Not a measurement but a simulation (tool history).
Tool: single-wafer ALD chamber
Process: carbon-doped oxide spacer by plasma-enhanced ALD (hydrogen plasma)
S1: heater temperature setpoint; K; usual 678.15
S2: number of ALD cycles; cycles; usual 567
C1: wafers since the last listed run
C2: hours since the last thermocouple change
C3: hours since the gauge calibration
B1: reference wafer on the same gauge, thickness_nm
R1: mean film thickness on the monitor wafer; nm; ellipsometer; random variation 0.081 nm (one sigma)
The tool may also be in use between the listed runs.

run,day,S1,S2,C1,C2,C3,B1,R1
1,0.000,674.15,567,0,1100.5,335.6,31.269,32.951
2,0.821,678.15,543,11,1120.2,355.3,31.325,31.394
3,2.258,678.15,543,19,1154.7,389.8,31.393,31.406
# day 2.975: gauge calibrated
4,3.504,678.15,543,16,1184.6,12.7,30.868,30.881
5,4.450,678.15,567,12,1207.3,35.4,30.874,32.371
6,5.742,678.15,567,17,1238.3,66.4,30.903,32.213
7,6.521,678.15,612,10,1257.0,85.1,30.909,34.712
8,7.825,678.15,612,17,1288.3,116.4,30.917,34.788
9,9.288,678.15,567,19,1323.4,151.5,30.959,32.242
10,10.721,673.15,509,19,1357.8,185.9,30.995,29.489
11,11.404,678.15,567,9,1374.2,202.3,31.021,32.379
12,12.296,678.15,567,12,1395.6,223.7,31.061,32.246
13,14.100,664.15,515,24,1438.9,267.0,31.156,29.967
14,15.004,678.15,494,12,1460.6,288.7,31.142,28.330
15,15.562,666.15,504,7,1474.0,302.1,31.196,29.336
16,16.533,678.15,567,13,1497.3,325.4,31.218,32.583
17,17.075,678.15,567,7,1510.3,338.4,31.246,32.543
# day 17.783: thermocouple changed; heater temperature recalibrated
18,17.804,690.15,463,5,0.5,355.9,31.337,25.824
# day 18.354: gauge calibrated
19,18.925,691.15,567,15,27.4,13.7,30.902,31.095
20,20.175,682.15,489,16,57.4,43.7,30.892,27.557
21,20.979,686.15,672,10,76.7,63.0,30.870,37.332
22,21.662,688.15,513,9,93.1,79.4,30.880,28.362
23,22.688,689.15,502,13,117.7,104.0,30.900,27.735
24,23.850,685.15,507,15,145.6,131.9,30.940,28.236
25,24.875,678.15,567,13,170.2,156.5,30.930,32.179

3 ways to go on from here, each from the tool as it stands after run 25. What would each give?
A,24.929,668.15,567,0,171.5,157.8,?,?
B,24.929,686.15,648,0,171.5,157.8,?,?
C,24.929,692.15,525,0,171.5,157.8,?,?

run,B1,R1
A,30.969,32.834
B,30.969,36.169
C,30.969,28.822
Without the tool's hidden state the same runs would have given:
run,R1
A,32.772
B,36.101
C,28.768

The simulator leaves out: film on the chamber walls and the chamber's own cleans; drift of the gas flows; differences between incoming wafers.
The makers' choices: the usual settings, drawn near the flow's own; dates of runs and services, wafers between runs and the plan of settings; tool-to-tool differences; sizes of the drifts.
